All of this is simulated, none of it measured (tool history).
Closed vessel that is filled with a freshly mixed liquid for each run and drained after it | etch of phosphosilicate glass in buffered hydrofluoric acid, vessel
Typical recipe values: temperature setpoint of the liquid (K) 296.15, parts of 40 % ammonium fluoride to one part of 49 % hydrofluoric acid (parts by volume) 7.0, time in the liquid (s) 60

run	day	temperature setpoint of the liquid (K)	parts of 40 % ammonium fluoride to one part of 49 % hydrofluoric acid (parts by volume)	time in the liquid (s)	read-back film thickness of the phosphosilicate glass reference wafer, read on the same gauge (nm)	thickness taken off the phosphosilicate glass on a monitor wafer (Å)
1	0.000	296.15	5.0	60	70.00	4099.6
2	0.575	296.15	7.0	60	69.99	3029.6
3	0.950	296.15	7.0	60	70.01	3030.0
4	1.688	296.15	7.0	60	70.01	3023.1
5	2.100	296.15	7.0	60	69.98	3006.2
6	2.762	296.15	7.0	60	70.00	3009.7
7	3.042	296.15	7.0	60	70.01	2997.5
# day 3.129: thermometer replaced
8	3.546	296.15	7.0	60	70.00	3005.2
9	4.242	299.65	5.5	30	69.99	2287.8
# day 4.521: hydrofluoric acid flow meter replaced
10	5.200	296.15	7.0	60	69.99	2799.5
# day 5.308: gauge calibrated
11	5.800	296.15	7.0	40	70.03	1870.9
12	6.167	297.65	5.5	35	69.98	2238.6
# day 6.583: hydrofluoric acid flow meter replaced, repeated, since the last time left the tool worse
13	6.896	298.15	8.5	90	70.01	4352.8

What will run 14 give?
14	7.362	296.15	7.0	60	?	?

{"run 14": {"read-back film thickness of the phosphosilicate glass reference wafer, read on the same gauge (nm)": 69.97, "thickness taken off the phosphosilicate glass on a monitor wafer (Å)": 3225.2}}
With the hidden condition absent and the run-to-run variation left alone, this run would have shown thickness taken off the phosphosilicate glass on a monitor wafer (Å) 3260.0.

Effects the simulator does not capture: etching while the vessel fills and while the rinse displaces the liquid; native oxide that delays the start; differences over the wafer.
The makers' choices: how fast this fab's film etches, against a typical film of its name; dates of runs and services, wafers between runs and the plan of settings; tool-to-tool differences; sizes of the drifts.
